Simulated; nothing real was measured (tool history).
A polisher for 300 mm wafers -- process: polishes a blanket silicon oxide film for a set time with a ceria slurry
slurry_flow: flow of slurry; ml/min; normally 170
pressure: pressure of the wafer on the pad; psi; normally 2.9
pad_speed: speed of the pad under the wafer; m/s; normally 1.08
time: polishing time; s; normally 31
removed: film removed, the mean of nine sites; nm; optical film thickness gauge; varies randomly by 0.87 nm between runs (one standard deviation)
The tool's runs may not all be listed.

| run | hour | slurry_flow | pressure | pad_speed | time | incoming thickness of the incoming film, nm | removed |
|---|---|---|---|---|---|---|---|
| 1 | 0.0 | 170 | 2.4 | 1.08 | 31 | 871.6 | 120.6 |
|  | 2.0 | worn pad replaced by a new one |
| 2 | 18.1 | 170 | 2.4 | 1.08 | 31 | 860.1 | 119.8 |
| 3 | 37.3 | 170 | 2.9 | 1.22 | 31 | 877.1 | 154.6 |
| 4 | 142.0 | 170 | 2.9 | 1.22 | 31 | 887.5 | 155.4 |
|  | 148.9 | slurry nozzle cleaned |
|  | 165.3 | worn pad replaced by a new one |
| 5 | 173.1 | 170 | 2.9 | 1.08 | 31 | 884.7 | 138.0 |
| 6 | 208.4 | 170 | 2.9 | 1.08 | 31 | 884.2 | 136.8 |
| 7 | 315.9 | 170 | 2.9 | 1.08 | 31 | 883.4 | 137.6 |
|  | 335.4 | worn pad replaced by a new one |
| 8 | 337.9 | 170 | 3.7 | 1.08 | 31 | 857.9 | 165.7 |
| 9 | 407.5 | 170 | 3.7 | 1.08 | 31 | 863.9 | 167.1 |
| 10 | 420.7 | 170 | 3.7 | 1.08 | 31 | 878.5 | 168.5 |
| 11 | 439.1 | 170 | 2.9 | 1.08 | 31 | 877.2 | 137.8 |
| 12 | 467.1 | 170 | 2.9 | 1.08 | 31 | 881.4 | 138.9 |
|  | 474.9 | slurry nozzle cleaned |
| 13 | 479.8 | 170 | 2.5 | 1.08 | 31 | 872.5 | 125.1 |
|  | 501.4 | head pressure recalibrated |
|  | 514.3 | worn pad replaced by a new one |
| 14 | 514.8 | 170 | 2.9 | 1.22 | 31 | 872.8 | 156.4 |
| 15 | 531.5 | 170 | 2.9 | 1.24 | 31 | 874.6 | 156.4 |
| 16 | 567.0 | 205 | 2.2 | 1.08 | 31 | 862.0 | 116.2 |
| 17 | 590.4 | 150 | 2.9 | 0.98 | 31 | 875.3 | 124.5 |
| 18 | 606.0 | 170 | 3.7 | 1.08 | 34 | 857.5 | 182.2 |
| 19 | 640.7 | 170 | 3.7 | 1.08 | 31 | 863.4 | 167.0 |
| 20 | 661.9 | 170 | 2.9 | 0.90 | 21 | 858.3 | 78.7 |
|  | 673.7 | worn pad replaced by a new one |
| 21 | 688.4 | 120 | 2.3 | 0.94 | 22 | 869.6 | 69.3 |
| 22 | 709.2 | 145 | 2.5 | 0.90 | 31 | 873.9 | 102.9 |
| 23 | 737.9 | 170 | 2.9 | 1.08 | 31 | 882.7 | 138.0 |
| 24 | 755.9 | 170 | 2.5 | 1.08 | 31 | 868.0 | 122.7 |
| 25 | 780.8 | 125 | 2.9 | 1.08 | 21 | 864.9 | 89.4 |
| 26 | 813.8 | 170 | 2.9 | 0.96 | 31 | 875.5 | 122.7 |

What if the next run were any one of these 3? Each begins from the tool's condition after run 26:
| A | 814.2 | 170 | 2.9 | 1.36 | 31 | 884.3 | ? |
| B | 814.2 | 170 | 2.9 | 1.08 | 26 | 884.3 | ? |
| C | 814.2 | 205 | 2.1 | 1.22 | 26 | 884.3 | ? |

| run | removed |
|---|---|
| A | 172.3 |
| B | 116.2 |
| C | 105.9 |
Take away the tool's hidden state, keep each run's random variation, and the runs would have read:
| run | removed |
|---|---|
| A | 172.3 |
| B | 116.2 |
| C | 105.9 |
